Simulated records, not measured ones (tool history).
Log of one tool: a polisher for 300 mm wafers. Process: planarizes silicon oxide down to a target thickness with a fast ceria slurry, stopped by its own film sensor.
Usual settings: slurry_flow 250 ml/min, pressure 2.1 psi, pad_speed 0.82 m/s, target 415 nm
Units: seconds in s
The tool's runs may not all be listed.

| run | hour | slurry_flow | pressure | pad_speed | target | wafers since the last listed run | wafers polished on this pad | hours since the slurry nozzle was cleaned | hours since the head pressure was calibrated | incoming thickness of the incoming film, nm | seconds |
|---|---|---|---|---|---|---|---|---|---|---|---|
| 1 | 0.0 | 220 | 2.1 | 0.82 | 258 | 0 | 945 | 151.3 | 560.2 | 1110.0 | 80.4 |
|  | 13.7 | worn pad replaced by a new one |
| 2 | 20.7 | 220 | 2.1 | 0.82 | 258 | 169 | 71 | 172.0 | 580.9 | 1104.8 | 79.2 |
| 3 | 40.6 | 220 | 2.1 | 0.82 | 258 | 202 | 274 | 191.9 | 600.8 | 1101.6 | 78.7 |
| 4 | 53.4 | 250 | 2.1 | 0.82 | 415 | 130 | 404 | 204.7 | 613.6 | 1102.4 | 62.2 |
| 5 | 78.8 | 250 | 1.8 | 0.82 | 415 | 258 | 662 | 230.1 | 639.0 | 1102.9 | 70.2 |
| 6 | 93.5 | 250 | 2.6 | 0.82 | 415 | 149 | 812 | 244.8 | 653.7 | 1104.3 | 52.2 |
|  | 102.1 | slurry nozzle cleaned |
|  | 108.6 | worn pad replaced by a new one |
| 7 | 120.5 | 250 | 2.6 | 0.82 | 415 | 223 | 121 | 18.4 | 680.7 | 1090.1 | 51.1 |
| 8 | 144.1 | 310 | 2.3 | 0.82 | 415 | 240 | 361 | 42.0 | 704.3 | 1103.6 | 54.9 |
| 9 | 158.9 | 250 | 2.1 | 0.92 | 337 | 150 | 511 | 56.8 | 719.1 | 1099.8 | 62.7 |
|  | 182.2 | head pressure recalibrated |
| 10 | 185.1 | 310 | 1.6 | 0.82 | 516 | 246 | 758 | 83.0 | 2.9 | 1086.5 | 63.5 |
| 11 | 209.5 | 215 | 2.7 | 0.82 | 415 | 248 | 1006 | 107.4 | 27.3 | 1087.1 | 50.7 |
|  | 220.4 | worn pad replaced by a new one |
| 12 | 245.3 | 250 | 2.1 | 0.60 | 415 | 323 | 253 | 143.2 | 63.1 | 1090.2 | 72.7 |
| 13 | 271.0 | 250 | 2.1 | 0.82 | 415 | 261 | 515 | 168.9 | 88.8 | 1097.4 | 61.9 |
| 14 | 287.2 | 280 | 1.8 | 1.10 | 415 | 164 | 679 | 185.1 | 105.0 | 1100.0 | 55.5 |

3 ways to go on from here, each from the tool as it stands after run 14. What would each give?
| A | 287.6 | 250 | 2.1 | 0.82 | 415 | 4 | 683 | 185.5 | 105.4 | 1119.7 | ? |
| B | 287.6 | 295 | 1.9 | 1.02 | 340 | 4 | 683 | 185.5 | 105.4 | 1119.7 | ? |
| C | 287.6 | 300 | 2.4 | 0.94 | 415 | 4 | 683 | 185.5 | 105.4 | 1119.7 | ? |

| run | seconds |
|---|---|
| A | 63.1 |
| B | 64.6 |
| C | 50.7 |
Without the tool's hidden state the same runs would have given:
| run | seconds |
|---|---|
| A | 63.1 |
| B | 64.6 |
| C | 50.7 |
